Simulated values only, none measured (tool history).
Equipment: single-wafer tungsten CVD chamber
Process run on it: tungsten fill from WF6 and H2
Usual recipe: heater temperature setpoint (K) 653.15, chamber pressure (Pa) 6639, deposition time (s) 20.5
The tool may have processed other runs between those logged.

run    hour  heater temperature setpoint (K)  chamber pressure (Pa)  deposition time (s)  read-back reference wafer on the same gauge, thickness_nm  mean film thickness on the monitor wafer (angstrom)
  1     0.0                           653.15                   6639                 20.5                                                     48.042                                               566.81
  2    28.7                           653.15                   6639                 20.5                                                     48.069                                               560.52
  3    78.6                           653.15                   6639                 20.5                                                     48.099                                               561.44
  4   115.1                           653.15                   6639                 20.5                                                     48.082                                               565.31
  5   155.4                           653.15                   6639                 20.5                                                     48.147                                               570.55
  6   205.3                           653.15                   6639                 20.5                                                     48.176                                               571.32
  7   267.6                           653.15                   6639                 20.5                                                     48.043                                               574.75
  8   316.8                           653.15                   6639                 20.5                                                     48.118                                               583.44
      348.8  -- thermocouple changed; heater temperature recalibrated
  9   355.0                           653.15                   6639                 20.5                                                     48.135                                               533.84
 10   404.5                           649.15                   6639                 20.5                                                     48.119                                               497.18
      453.2  -- capacitance manometer re-zeroed and calibrated
 11   468.3                           653.15                   6639                 20.5                                                     48.160                                               535.92
      526.3  -- gauge calibrated
 12   529.5                           660.15                   8146                 24.3                                                     48.094                                               768.40
 13   570.2                           647.15                   7479                 19.1                                                     48.088                                               464.46
 14   627.0                           661.15                   5026                 20.5                                                     48.096                                               577.11
      724.7  -- showerhead replaced
 15   773.3                           653.15                   5160                 20.5                                                     48.118                                               500.01
 16   838.4                           653.15                   6639                 20.5                                                     48.186                                               540.68
 17   865.3                           653.15                   6639                 20.5                                                     48.119                                               539.80
 18   902.9                           653.15                   6639                 21.8                                                     48.196                                               574.55
 19   933.5                           658.15                   6639                 18.6                                                     47.984                                               546.10
 20   959.0                           661.15                   5026                 20.5                                                     48.048                                               579.62
 21  1019.4                           644.15                   6639                 20.5                                                     48.078                                               465.49

What if the next run were any one of these 5? Each begins from the tool's condition after run 21:
  A  1019.8                           653.15                   6639                 20.5                                                          ?                                                    ?
  B  1019.8                           657.15                   5626                 20.5                                                          ?                                                    ?
  C  1019.8                           665.15                   5613                 18.3                                                          ?                                                    ?
  D  1019.8                           664.15                   5213                 16.7                                                          ?                                                    ?
  E  1019.8                           646.15                   7946                 22.1                                                          ?                                                    ?

run  read-back reference wafer on the same gauge, thickness_nm  mean film thickness on the monitor wafer (angstrom)
  A                                                     48.143                                               550.61
  B                                                     48.143                                               561.27
  C                                                     48.143                                               574.33
  D                                                     48.143                                               503.96
  E                                                     48.143                                               554.17
Take away the tool's hidden state, keep each run's random variation, and the runs would have read:
run  mean film thickness on the monitor wafer (angstrom)
  A                                               540.35
  B                                               550.93
  C                                               564.21
  D                                               494.98
  E                                               543.51
